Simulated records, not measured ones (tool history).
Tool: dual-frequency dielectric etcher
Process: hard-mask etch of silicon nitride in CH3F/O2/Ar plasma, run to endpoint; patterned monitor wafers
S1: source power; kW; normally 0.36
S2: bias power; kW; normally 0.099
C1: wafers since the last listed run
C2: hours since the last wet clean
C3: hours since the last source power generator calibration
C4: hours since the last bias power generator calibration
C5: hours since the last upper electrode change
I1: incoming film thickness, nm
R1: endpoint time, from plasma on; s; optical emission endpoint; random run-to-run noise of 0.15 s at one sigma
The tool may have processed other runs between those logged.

{"run": 1, "hour": 0.0, "S1": 0.36, "S2": 0.111, "C1": 0, "C2": 101.4, "C3": 2359.1, "C4": 2699.8, "C5": 4067.2, "I1": 34.4, "R1": 45.8}
{"run": 2, "hour": 34.8, "S1": 0.36, "S2": 0.111, "C1": 564, "C2": 136.2, "C3": 2393.9, "C4": 2734.6, "C5": 4102, "I1": 34.12, "R1": 45.8}
{"run": 3, "hour": 62.6, "S1": 0.36, "S2": 0.111, "C1": 450, "C2": 164, "C3": 2421.7, "C4": 2762.4, "C5": 4129.8, "I1": 34.31, "R1": 45.6}
{"run": 4, "hour": 96.3, "S1": 0.36, "S2": 0.099, "C1": 546, "C2": 197.7, "C3": 2455.4, "C4": 2796.1, "C5": 4163.5, "I1": 34.58, "R1": 49}
{"run": 5, "hour": 124.3, "S1": 0.36, "S2": 0.099, "C1": 453, "C2": 225.7, "C3": 2483.4, "C4": 2824.1, "C5": 4191.5, "I1": 34.34, "R1": 48.7}
{"run": 6, "hour": 177.5, "S1": 0.36, "S2": 0.099, "C1": 862, "C2": 278.9, "C3": 2536.6, "C4": 2877.3, "C5": 4244.7, "I1": 34.21, "R1": 48.5}
{"run": 7, "hour": 203.9, "S1": 0.36, "S2": 0.099, "C1": 427, "C2": 305.3, "C3": 2563, "C4": 2903.7, "C5": 4271.1, "I1": 34.25, "R1": 48.6}
{"hour": 228.5, "done": "wet clean of the chamber"}
{"run": 8, "hour": 260.8, "S1": 0.36, "S2": 0.099, "C1": 533, "C2": 32.3, "C3": 2619.9, "C4": 2960.6, "C5": 4328, "I1": 34.51, "R1": 49}
{"run": 9, "hour": 292.0, "S1": 0.36, "S2": 0.099, "C1": 505, "C2": 63.5, "C3": 2651.1, "C4": 2991.8, "C5": 4359.2, "I1": 34.27, "R1": 48.9}
{"run": 10, "hour": 447.7, "S1": 0.36, "S2": 0.099, "C1": 2523, "C2": 219.2, "C3": 2806.8, "C4": 3147.5, "C5": 4514.9, "I1": 34.67, "R1": 49.4}
{"run": 11, "hour": 516.1, "S1": 0.36, "S2": 0.099, "C1": 1108, "C2": 287.6, "C3": 2875.2, "C4": 3215.9, "C5": 4583.3, "I1": 34.46, "R1": 49}
{"run": 12, "hour": 565.3, "S1": 0.36, "S2": 0.099, "C1": 797, "C2": 336.8, "C3": 2924.4, "C4": 3265.1, "C5": 4632.5, "I1": 34.27, "R1": 48.8}
{"run": 13, "hour": 592.9, "S1": 0.36, "S2": 0.099, "C1": 447, "C2": 364.4, "C3": 2952, "C4": 3292.7, "C5": 4660.1, "I1": 33.8, "R1": 48.3}
{"hour": 629.3, "done": "wet clean of the chamber"}
{"run": 14, "hour": 633.4, "S1": 0.36, "S2": 0.099, "C1": 267, "C2": 4.1, "C3": 2992.5, "C4": 3333.2, "C5": 4700.6, "I1": 34.42, "R1": 48.9}
{"run": 15, "hour": 698.1, "S1": 0.3, "S2": 0.11, "C1": 1048, "C2": 68.8, "C3": 3057.2, "C4": 3397.9, "C5": 4765.3, "I1": 34.39, "R1": 51.8}
{"run": 16, "hour": 726.8, "S1": 0.34, "S2": 0.099, "C1": 465, "C2": 97.5, "C3": 3085.9, "C4": 3426.6, "C5": 4794, "I1": 34.4, "R1": 50.8}
{"run": 17, "hour": 775.3, "S1": 0.36, "S2": 0.099, "C1": 786, "C2": 146, "C3": 3134.4, "C4": 3475.1, "C5": 4842.5, "I1": 33.9, "R1": 48.3}
{"run": 18, "hour": 813.8, "S1": 0.36, "S2": 0.111, "C1": 624, "C2": 184.5, "C3": 3172.9, "C4": 3513.6, "C5": 4881, "I1": 34.35, "R1": 46}

Predict the results of run 19:
{"run": 19, "hour": 875.9, "S1": 0.31, "S2": 0.091, "C1": 1006, "C2": 246.6, "C3": 3235, "C4": 3575.7, "C5": 4943.1, "I1": 34.07, "R1": "?"}

Logged for run 19: R1 56.1 s.
With the hidden condition absent and the run-to-run variation left alone, this run would have shown R1 54.3 s.
